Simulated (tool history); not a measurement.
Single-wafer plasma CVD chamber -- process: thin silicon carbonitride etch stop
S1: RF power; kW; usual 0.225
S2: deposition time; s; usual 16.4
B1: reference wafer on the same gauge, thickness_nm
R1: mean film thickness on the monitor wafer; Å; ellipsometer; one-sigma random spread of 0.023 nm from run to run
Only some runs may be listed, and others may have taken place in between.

run	hour	S1	S2	B1	R1
1	0.0	0.225	16.4	6.769	74.91
2	33.3	0.225	16.4	6.778	75.11
3	72.4	0.225	16.4	6.787	75.76
4	133.0	0.225	16.4	6.784	75.24
5	200.2	0.225	16.4	6.781	75.15
6	236.7	0.225	16.4	6.779	75.09
7	300.2	0.235	16.4	6.776	77.06
# hour 315.1: gauge calibrated
8	327.4	0.260	14.6	6.774	71.12
# hour 351.5: RF generator calibrated
9	388.8	0.260	14.9	6.785	71.41
10	426.1	0.225	16.4	6.784	73.43
11	466.5	0.225	16.4	6.780	73.05
# hour 496.6: RF generator calibrated, repeated, since the last time left the tool worse
12	502.3	0.270	18.1	6.769	91.97
# hour 511.2: thermocouple changed; heater temperature recalibrated
# hour 515.6: showerhead replaced
13	555.8	0.205	13.3	6.783	59.91
14	624.3	0.225	16.4	6.770	77.10
15	649.0	0.205	18.7	6.786	83.61

Consider 3 possible next runs. They are alternatives, not a sequence: every one starts from the tool as it was left by run 15. What does each give?
A	649.4	0.225	17.8	?	?
B	649.4	0.195	19.1	?	?
C	649.4	0.225	19.2	?	?

run	B1	R1
A	6.780	83.22
B	6.780	83.40
C	6.780	89.76
What these runs would have given with no unlogged condition in the tool:
run	R1
A	83.59
B	83.78
C	90.17
